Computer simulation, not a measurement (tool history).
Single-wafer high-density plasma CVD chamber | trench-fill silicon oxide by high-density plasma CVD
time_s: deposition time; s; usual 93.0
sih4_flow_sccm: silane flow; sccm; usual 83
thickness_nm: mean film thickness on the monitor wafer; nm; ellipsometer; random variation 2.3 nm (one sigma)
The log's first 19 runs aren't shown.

run,day,time_s,sih4_flow_sccm,wafers since the last listed run,hours since the silane flow controller was replaced,hours since the gauge calibration,"read-back reference wafer on the same gauge, thickness_nm",thickness_nm
20,41.467,93.0,83,667,359.7,1985.6,782.833,788.373
21,43.283,93.0,83,545,403.3,2029.2,782.983,786.754
22,45.979,104.0,83,808,468.0,2093.9,782.704,878.288
23,47.046,100.3,71,320,493.6,2119.5,782.958,756.018
# day 48.712: gauge calibrated
24,49.967,83.0,71,876,563.7,30.1,783.117,620.719
25,52.067,93.0,83,630,614.1,80.5,782.861,785.797
26,53.142,100.3,71,322,639.9,106.3,783.035,752.309
27,55.638,106.9,68,748,699.8,166.2,782.838,777.178
28,58.358,93.0,97,816,765.1,231.5,783.463,877.023
29,60.308,108.6,91,585,811.9,278.3,782.690,972.814
30,63.125,85.1,83,845,879.5,345.9,783.100,709.849
31,65.417,80.0,90,687,934.5,400.9,783.194,707.197
32,66.712,93.0,83,388,965.6,432.0,782.441,776.473
33,67.717,107.4,75,301,989.7,456.1,782.964,832.021
34,69.512,111.5,96,538,1032.8,499.2,782.620,1036.733
35,70.688,74.8,95,352,1061.0,527.4,783.540,689.646
36,73.617,108.6,96,878,1131.3,597.7,782.758,1009.539
37,74.933,83.2,71,395,1162.9,629.3,783.179,616.703
38,76.304,93.0,83,411,1195.8,662.2,782.918,775.995
39,77.592,104.5,73,386,1226.7,693.1,783.136,789.319
40,79.142,93.0,83,465,1263.9,730.3,782.913,773.784
41,80.262,93.0,83,336,1290.8,757.2,782.687,771.615
42,82.100,93.0,83,551,1334.9,801.3,782.924,769.970
43,83.425,83.6,78,397,1366.7,833.1,782.829,664.709
44,84.629,101.4,96,361,1395.6,862.0,782.865,937.032

5 ways to go on from here, each from the tool as it stands after run 44. What would each give?
A,84.646,93.0,83,5,1396.0,862.4,?,?
B,84.646,77.9,71,5,1396.0,862.4,?,?
C,84.646,105.9,93,5,1396.0,862.4,?,?
D,84.646,101.1,83,5,1396.0,862.4,?,?
E,84.646,110.2,91,5,1396.0,862.4,?,?

run,"read-back reference wafer on the same gauge, thickness_nm",thickness_nm
A,782.595,773.804
B,782.595,579.592
C,782.595,958.823
D,782.595,841.200
E,782.595,981.587
Without the tool's hidden state the same runs would have given:
run,thickness_nm
A,794.461
B,595.065
C,984.418
D,863.656
E,1007.791

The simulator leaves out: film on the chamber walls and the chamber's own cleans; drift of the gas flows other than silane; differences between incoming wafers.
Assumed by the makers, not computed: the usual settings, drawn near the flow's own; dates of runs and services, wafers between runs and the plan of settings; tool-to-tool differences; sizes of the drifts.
